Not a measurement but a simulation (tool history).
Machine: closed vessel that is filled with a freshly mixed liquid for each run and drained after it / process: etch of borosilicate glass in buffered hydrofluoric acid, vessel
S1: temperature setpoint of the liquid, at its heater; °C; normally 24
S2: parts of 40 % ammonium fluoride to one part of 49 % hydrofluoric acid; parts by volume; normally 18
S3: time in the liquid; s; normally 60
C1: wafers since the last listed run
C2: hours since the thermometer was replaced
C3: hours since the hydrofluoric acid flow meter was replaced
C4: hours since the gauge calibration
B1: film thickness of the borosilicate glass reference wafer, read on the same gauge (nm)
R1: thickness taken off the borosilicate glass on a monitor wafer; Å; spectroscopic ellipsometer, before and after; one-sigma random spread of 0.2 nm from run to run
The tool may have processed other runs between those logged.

run     day    S1    S2  S3    C1      C2      C3     C4      B1     R1
  1       0    24    18  35     0  1962.9  1445.6     91  150.02  260.3
  2   2.729    24    18  35  7913  2028.4  1511.1  156.5  150.02  257.4
  3   3.912    24  12.5  60  3431  2056.8  1539.5  184.9  149.99  633.7
  4   6.879    24  12.5  60  8602    2128  1610.7  256.1  149.99    636
  5   9.017    24  12.5  60  6197  2179.3    1662  307.4  150.01  632.1
  6  10.754    24    18  60  5038    2221  1703.7  349.1  150.01  441.8
     12.312  -- hydrofluoric acid flow meter replaced
  7  12.462    24    18  60  4832    2262     3.6  390.1  149.97  444.2
     12.908  -- gauge calibrated
     13.838  -- thermometer replaced
  8  14.212    28  13.5  45  4953       9    45.6   31.3  150.01  543.5
  9  16.346    24    18  30  6185    60.2    96.8   82.5  149.97  220.6
 10  18.192  27.5    18  45  5352   104.5   141.1  126.8  150.01  399.9
 11  20.229    24    18  60  5907   153.4     190  175.7  149.98    442
 12    22.3    24  22.5  60  6004   203.1   239.7  225.4  149.99  365.5
 13  23.312    24    18  80  2935   227.4     264  249.7     150    589
 14  24.696    22    23  60  4011   260.6   297.2  282.9     150  327.7
 15  27.042    20    20  60  6801   316.9   353.5  339.2  150.01    320

Below are 3 alternative next runs, each starting from the tool's condition after run 15. Predict each:
  A  27.071    20  18  60  84  317.6  354.2  339.9   ?   ?
  B  27.071  20.5  18  45  84  317.6  354.2  339.9   ?   ?
  C  27.071  28.5  13  75  84  317.6  354.2  339.9   ?   ?

run   B1     R1
  A  150  357.9
  B  150  275.9
  C  150  973.8
Without the tool's unlogged condition, the same runs would have read:
run     R1
  A  357.9
  B  275.9
  C  973.8
